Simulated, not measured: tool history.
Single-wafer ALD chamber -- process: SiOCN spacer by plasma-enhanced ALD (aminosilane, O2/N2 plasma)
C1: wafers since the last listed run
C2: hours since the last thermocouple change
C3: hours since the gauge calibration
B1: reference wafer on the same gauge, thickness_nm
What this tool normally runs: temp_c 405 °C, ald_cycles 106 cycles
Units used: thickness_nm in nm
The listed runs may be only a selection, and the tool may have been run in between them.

Run 1, hour 0.0: usual settings; C1 0; C2 1211.2; C3 213.4; B1 5.001. Result: thickness_nm 6.036 nm.
Run 2, hour 40.4: usual settings; C1 133; C2 1251.6; C3 253.8; B1 4.999. Result: thickness_nm 6.039 nm.
Run 3, hour 67.2: usual settings but temp_c 414 °C; C1 88; C2 1278.4; C3 280.6; B1 5.000. Result: thickness_nm 5.913 nm.
Run 4, hour 93.8: usual settings but temp_c 414 °C; C1 87; C2 1305.0; C3 307.2; B1 5.001. Result: thickness_nm 5.885 nm.
Run 5, hour 121.8: usual settings; C1 92; C2 1333.0; C3 335.2; B1 5.002. Result: thickness_nm 6.005 nm.
Run 6, hour 157.0: usual settings; C1 116; C2 1368.2; C3 370.4; B1 4.999. Result: thickness_nm 6.027 nm.
Run 7, hour 182.6: usual settings; C1 84; C2 1393.8; C3 396.0; B1 5.000. Result: thickness_nm 6.052 nm.
Run 8, hour 242.0: usual settings; C1 195; C2 1453.2; C3 455.4; B1 5.000. Result: thickness_nm 6.046 nm.
Run 9, hour 449.8: usual settings; C1 685; C2 1661.0; C3 663.2; B1 5.000. Result: thickness_nm 6.033 nm.
At hour 494.4: thermocouple changed; heater temperature recalibrated.
Run 10, hour 504.8: usual settings; C1 155; C2 10.4; C3 718.2; B1 5.001. Result: thickness_nm 5.926 nm.
Run 11, hour 536.4: usual settings; C1 104; C2 42.0; C3 749.8; B1 5.000. Result: thickness_nm 5.917 nm.
Run 12, hour 563.3: usual settings but temp_c 395 °C, ald_cycles 93 cycles; C1 88; C2 68.9; C3 776.7; B1 4.997. Result: thickness_nm 5.263 nm.
Run 13, hour 594.4: usual settings but ald_cycles 88 cycles; C1 102; C2 100.0; C3 807.8; B1 5.001. Result: thickness_nm 4.943 nm.
At hour 603.0: gauge calibrated.
Run 14, hour 621.3: usual settings but temp_c 397 °C, ald_cycles 88 cycles; C1 88; C2 126.9; C3 18.3; B1 4.995. Result: thickness_nm 5.003 nm.
Run 15, hour 692.0: usual settings but temp_c 412 °C, ald_cycles 115 cycles; C1 233; C2 197.6; C3 89.0; B1 5.001. Result: thickness_nm 6.310 nm.
Run 16, hour 757.8: usual settings but temp_c 414 °C; C1 217; C2 263.4; C3 154.8; B1 4.998. Result: thickness_nm 5.798 nm.

The next listed run, before its measurement:
Run 17, hour 811.3: usual settings; C1 176; C2 316.9; C3 208.3; B1 ?. Result: thickness_nm ?.

For run 17 the tool returned B1 5.000, thickness_nm 5.964 nm.
On a tool with no hidden condition, and with the same random variation, this run would have come out at thickness_nm 5.939 nm.
